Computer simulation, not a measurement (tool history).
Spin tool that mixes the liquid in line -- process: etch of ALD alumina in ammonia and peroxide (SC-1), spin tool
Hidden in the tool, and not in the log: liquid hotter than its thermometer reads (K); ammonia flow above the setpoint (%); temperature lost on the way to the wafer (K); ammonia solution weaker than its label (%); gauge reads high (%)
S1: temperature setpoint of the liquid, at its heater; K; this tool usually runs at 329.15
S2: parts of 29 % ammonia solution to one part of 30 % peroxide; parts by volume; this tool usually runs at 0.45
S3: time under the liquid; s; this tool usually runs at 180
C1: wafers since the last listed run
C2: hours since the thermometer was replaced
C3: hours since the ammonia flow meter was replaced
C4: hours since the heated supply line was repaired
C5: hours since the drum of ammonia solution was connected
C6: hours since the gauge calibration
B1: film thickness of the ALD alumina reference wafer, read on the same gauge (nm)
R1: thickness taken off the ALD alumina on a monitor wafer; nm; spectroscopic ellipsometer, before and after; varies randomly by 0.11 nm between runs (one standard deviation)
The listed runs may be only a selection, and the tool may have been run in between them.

| run | hour | S1 | S2 | S3 | C1 | C2 | C3 | C4 | C5 | C6 | B1 | R1 |
|---|---|---|---|---|---|---|---|---|---|---|---|---|
| 1 | 0 | 333.65 | 0.3 | 180 | 0 | 1746.6 | 406.8 | 1254.5 | 129.5 | 674.3 | 90 | 13.79 |
|  | 22.8 | gauge calibrated |
| 2 | 53.7 | 332.15 | 0.45 | 95 | 372 | 1800.3 | 460.5 | 1308.2 | 183.2 | 30.9 | 89.99 | 7.13 |
| 3 | 146.8 | 332.15 | 0.45 | 95 | 645 | 1893.4 | 553.6 | 1401.3 | 276.3 | 124 | 89.97 | 6.9 |
| 4 | 197 | 329.15 | 0.45 | 180 | 348 | 1943.6 | 603.8 | 1451.5 | 326.5 | 174.2 | 89.98 | 11.28 |
|  | 287.3 | new drum of ammonia solution connected |
| 5 | 287.8 | 331.15 | 0.35 | 180 | 623 | 2034.4 | 694.6 | 1542.3 | 0.5 | 265 | 90.04 | 12.15 |
| 6 | 391.1 | 329.15 | 0.45 | 180 | 716 | 2137.7 | 797.9 | 1645.6 | 103.8 | 368.3 | 89.97 | 11.02 |
| 7 | 464.6 | 329.15 | 0.45 | 180 | 509 | 2211.2 | 871.4 | 1719.1 | 177.3 | 441.8 | 90 | 11.02 |
| 8 | 505.2 | 329.15 | 0.45 | 180 | 281 | 2251.8 | 912 | 1759.7 | 217.9 | 482.4 | 89.97 | 11.32 |
| 9 | 584 | 329.15 | 0.45 | 180 | 546 | 2330.6 | 990.8 | 1838.5 | 296.7 | 561.2 | 89.97 | 11.28 |
|  | 603.8 | heated supply line repaired |
| 10 | 667.3 | 329.15 | 0.55 | 140 | 571 | 2413.9 | 1074.1 | 63.5 | 380 | 644.5 | 90.02 | 9.03 |
|  | 714.5 | new drum of ammonia solution connected |
|  | 717.2 | ammonia flow meter replaced |
| 11 | 739.6 | 329.15 | 0.65 | 215 | 487 | 2486.2 | 22.4 | 135.8 | 25.1 | 716.8 | 90.04 | 13.83 |
| 12 | 789.3 | 335.15 | 0.6 | 180 | 344 | 2535.9 | 72.1 | 185.5 | 74.8 | 766.5 | 90 | 15.92 |
| 13 | 885.9 | 334.15 | 0.3 | 180 | 670 | 2632.5 | 168.7 | 282.1 | 171.4 | 863.1 | 89.99 | 14.05 |
| 14 | 941.6 | 329.15 | 0.45 | 180 | 386 | 2688.2 | 224.4 | 337.8 | 227.1 | 918.8 | 90.05 | 11.42 |
|  | 945 | gauge calibrated |
|  | 1003.4 | thermometer replaced |
| 15 | 1010.2 | 323.65 | 0.6 | 180 | 469 | 6.8 | 293 | 406.4 | 295.7 | 65.2 | 90.01 | 8.73 |
|  | 1064.2 | new drum of ammonia solution connected |
| 16 | 1087.3 | 326.15 | 0.45 | 180 | 527 | 83.9 | 370.1 | 483.5 | 23.1 | 142.3 | 89.99 | 9.62 |
| 17 | 1168.5 | 329.15 | 0.6 | 180 | 563 | 165.1 | 451.3 | 564.7 | 104.3 | 223.5 | 90 | 11.73 |
| 18 | 1262.1 | 329.15 | 0.45 | 70 | 649 | 258.7 | 544.9 | 658.3 | 197.9 | 317.1 | 90 | 4.33 |

Branching from run 18: 4 alternative next runs. What would each branch give?
| A | 1262.6 | 329.15 | 0.45 | 135 | 3 | 259.2 | 545.4 | 658.8 | 198.4 | 317.6 | ? | ? |
| B | 1262.6 | 319.65 | 0.45 | 180 | 3 | 259.2 | 545.4 | 658.8 | 198.4 | 317.6 | ? | ? |
| C | 1262.6 | 323.65 | 0.3 | 115 | 3 | 259.2 | 545.4 | 658.8 | 198.4 | 317.6 | ? | ? |
| D | 1262.6 | 331.65 | 0.6 | 275 | 3 | 259.2 | 545.4 | 658.8 | 198.4 | 317.6 | ? | ? |

| run | B1 | R1 |
|---|---|---|
| A | 90 | 8.42 |
| B | 90 | 6.68 |
| C | 90 | 5.13 |
| D | 90 | 20.08 |
The same runs, with their run-to-run variation unchanged, on a tool lacking any hidden condition would have given:
| run | R1 |
|---|---|
| A | 8.42 |
| B | 6.68 |
| C | 5.13 |
| D | 20.08 |
